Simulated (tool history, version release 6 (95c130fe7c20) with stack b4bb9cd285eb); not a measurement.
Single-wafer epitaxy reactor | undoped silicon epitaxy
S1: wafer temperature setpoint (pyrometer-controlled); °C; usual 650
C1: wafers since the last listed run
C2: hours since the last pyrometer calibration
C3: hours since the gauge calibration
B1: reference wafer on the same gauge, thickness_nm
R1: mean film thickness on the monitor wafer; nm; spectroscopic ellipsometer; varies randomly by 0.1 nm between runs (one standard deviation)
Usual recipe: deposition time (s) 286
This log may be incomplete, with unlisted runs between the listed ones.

Run 1, hour 0: usual settings; C1 0; C2 1968.8; C3 276.6; B1 44.52. Result: R1 43.593 nm.
Run 2, hour 14.7: usual settings but deposition time (s) 309; C1 101; C2 1983.5; C3 291.3; B1 44.541. Result: R1 47.052 nm.
Run 3, hour 22: usual settings but deposition time (s) 309; C1 50; C2 1990.8; C3 298.6; B1 44.517. Result: R1 47.022 nm.
Run 4, hour 37: usual settings but deposition time (s) 309; C1 103; C2 2005.8; C3 313.6; B1 44.501. Result: R1 46.965 nm.
Run 5, hour 46.4: usual settings; C1 64; C2 2015.2; C3 323; B1 44.53. Result: R1 43.602 nm.
Run 6, hour 54.3: usual settings; C1 54; C2 2023.1; C3 330.9; B1 44.486. Result: R1 43.653 nm.
Run 7, hour 69.9: usual settings but S1 660 °C; C1 107; C2 2038.7; C3 346.5; B1 44.484. Result: R1 52.808 nm.
Run 8, hour 85.5: usual settings; C1 107; C2 2054.3; C3 362.1; B1 44.495. Result: R1 43.496 nm.
Run 9, hour 97.9: usual settings; C1 85; C2 2066.7; C3 374.5; B1 44.519. Result: R1 43.543 nm.
Run 10, hour 110.7: usual settings; C1 87; C2 2079.5; C3 387.3; B1 44.483. Result: R1 43.559 nm.
Run 11, hour 128.6: usual settings; C1 123; C2 2097.4; C3 405.2; B1 44.493. Result: R1 43.556 nm.
Run 12, hour 137.7: usual settings but S1 644 °C; C1 62; C2 2106.5; C3 414.3; B1 44.516. Result: R1 38.883 nm.
Run 13, hour 155.7: usual settings but S1 644 °C; C1 123; C2 2124.5; C3 432.3; B1 44.522. Result: R1 38.852 nm.
Run 14, hour 169.3: usual settings; C1 93; C2 2138.1; C3 445.9; B1 44.51. Result: R1 43.579 nm.
Run 15, hour 177: usual settings; C1 52; C2 2145.8; C3 453.6; B1 44.505. Result: R1 43.741 nm.
Run 16, hour 229.7: usual settings; C1 362; C2 2198.5; C3 506.3; B1 44.483. Result: R1 43.508 nm.
Run 17, hour 254.6: usual settings; C1 171; C2 2223.4; C3 531.2; B1 44.513. Result: R1 43.676 nm.
Run 18, hour 267.9: usual settings but S1 641 °C, deposition time (s) 330; C1 91; C2 2236.7; C3 544.5; B1 44.483. Result: R1 42.041 nm.
Run 19, hour 278.9: usual settings but deposition time (s) 316; C1 75; C2 2247.7; C3 555.5; B1 44.476. Result: R1 47.908 nm.
Run 20, hour 294.5: usual settings but deposition time (s) 316; C1 107; C2 2263.3; C3 571.1; B1 44.504. Result: R1 47.952 nm.
Run 21, hour 305.6: usual settings but deposition time (s) 316; C1 76; C2 2274.4; C3 582.2; B1 44.496. Result: R1 48.027 nm.
Run 22, hour 317.7: usual settings; C1 83; C2 2286.5; C3 594.3; B1 44.495. Result: R1 43.375 nm.
Run 23, hour 330.6: usual settings but deposition time (s) 342; C1 88; C2 2299.4; C3 607.2; B1 44.502. Result: R1 51.85 nm.
Run 24, hour 347.3: usual settings but deposition time (s) 313; C1 114; C2 2316.1; C3 623.9; B1 44.485. Result: R1 47.435 nm.
Run 25, hour 359.5: usual settings but S1 640 °C, deposition time (s) 266; C1 83; C2 2328.3; C3 636.1; B1 44.526. Result: R1 33.165 nm.
Run 26, hour 365.9: usual settings but deposition time (s) 315; C1 43; C2 2334.7; C3 642.5; B1 44.451. Result: R1 47.88 nm.
At hour 383.1: pyrometer calibrated.
At hour 391.9: gauge calibrated.
Run 27, hour 406.6: usual settings but S1 663 °C, deposition time (s) 338; C1 224; C2 23.5; C3 14.7; B1 44.526. Result: R1 62.719 nm.
Run 28, hour 420.1: usual settings but S1 658 °C, deposition time (s) 317; C1 92; C2 37; C3 28.2; B1 44.516. Result: R1 53.519 nm.
Run 29, hour 427.1: usual settings but S1 638 °C; C1 48; C2 44; C3 35.2; B1 44.491. Result: R1 32.627 nm.
Run 30, hour 444.6: usual settings but S1 658 °C, deposition time (s) 317; C1 120; C2 61.5; C3 52.7; B1 44.484. Result: R1 53.414 nm.
Run 31, hour 453.1: usual settings; C1 58; C2 70; C3 61.2; B1 44.487. Result: R1 41.254 nm.
Run 32, hour 459.6: usual settings but deposition time (s) 260; C1 44; C2 76.5; C3 67.7; B1 44.521. Result: R1 37.484 nm.
Run 33, hour 484.4: usual settings but S1 640 °C, deposition time (s) 308; C1 170; C2 101.3; C3 92.5; B1 44.49. Result: R1 36.348 nm.
Run 34, hour 497.6: usual settings but S1 657 °C, deposition time (s) 235; C1 90; C2 114.5; C3 105.7; B1 44.558. Result: R1 38.485 nm.
Run 35, hour 509.2: usual settings but S1 638 °C, deposition time (s) 337; C1 79; C2 126.1; C3 117.3; B1 44.469. Result: R1 38.171 nm.
At hour 524.2: pyrometer calibrated, repeated, since the last time left the tool worse.
Run 36, hour 524.7: usual settings; C1 51; C2 0.5; C3 132.8; B1 44.53. Result: R1 47.67 nm.
Run 37, hour 529.9: usual settings; C1 35; C2 5.7; C3 138; B1 44.511. Result: R1 47.547 nm.
Run 38, hour 540.3: usual settings but S1 643 °C, deposition time (s) 257; C1 71; C2 16.1; C3 148.4; B1 44.498. Result: R1 37.45 nm.
Run 39, hour 551.5: usual settings but S1 642 °C, deposition time (s) 311; C1 76; C2 27.3; C3 159.6; B1 44.463. Result: R1 44.538 nm.
Run 40, hour 560.4: usual settings but S1 638 °C, deposition time (s) 329; C1 61; C2 36.2; C3 168.5; B1 44.467. Result: R1 43.462 nm.
Run 41, hour 571.2: usual settings but S1 638 °C, deposition time (s) 240; C1 74; C2 47; C3 179.3; B1 44.515. Result: R1 31.482 nm.
Run 42, hour 587.2: usual settings; C1 109; C2 63; C3 195.3; B1 44.471. Result: R1 47.338 nm.
Run 43, hour 599: usual settings but S1 658 °C, deposition time (s) 324; C1 81; C2 74.8; C3 207.1; B1 44.517. Result: R1 62.443 nm.
Run 44, hour 611.2: usual settings but S1 635 °C, deposition time (s) 234; C1 83; C2 87; C3 219.3; B1 44.49. Result: R1 28.871 nm.
Run 45, hour 618.5: usual settings but S1 664 °C, deposition time (s) 311; C1 50; C2 94.3; C3 226.6; B1 44.498. Result: R1 66.681 nm.

Selected run-to-run steps in R1, each split into two signed amounts: the part the tool would show with no hidden state at all (from settings, incoming material and random variation), and the remainder, which goes to the hidden state together with any gauge scatter not common to the measured and the hidden-state-free results:
Hidden conditions of the tool in this case: wafer temperature above the value expected at the setpoint (K); gauge reads high (%).
Run 26 -> 27: S1 650 -> 663, deposition time (s) 315 -> 338, pyrometer calibrated, gauge calibrated. R1 +14.839 nm: hidden state -4.535, all else +19.374.
Run 28 -> 29: S1 658 -> 638, deposition time (s) 317 -> 286. R1 -20.892 nm: hidden state +2.837, all else -23.729.
Run 29 -> 30: S1 638 -> 658, deposition time (s) 286 -> 317. R1 +20.787 nm: hidden state -2.996, all else +23.783.
Run 35 -> 36: S1 638 -> 650, deposition time (s) 337 -> 286, pyrometer calibrated, repeated, since the last time left the tool worse. R1 +9.499 nm: hidden state +6.454, all else +3.045.
Run 43 -> 44: S1 658 -> 635, deposition time (s) 324 -> 234. R1 -33.572 nm: hidden state +0.133, all else -33.705.
Run 44 -> 45: S1 635 -> 664, deposition time (s) 234 -> 311. R1 +37.81 nm: hidden state -0.292, all else +38.102.
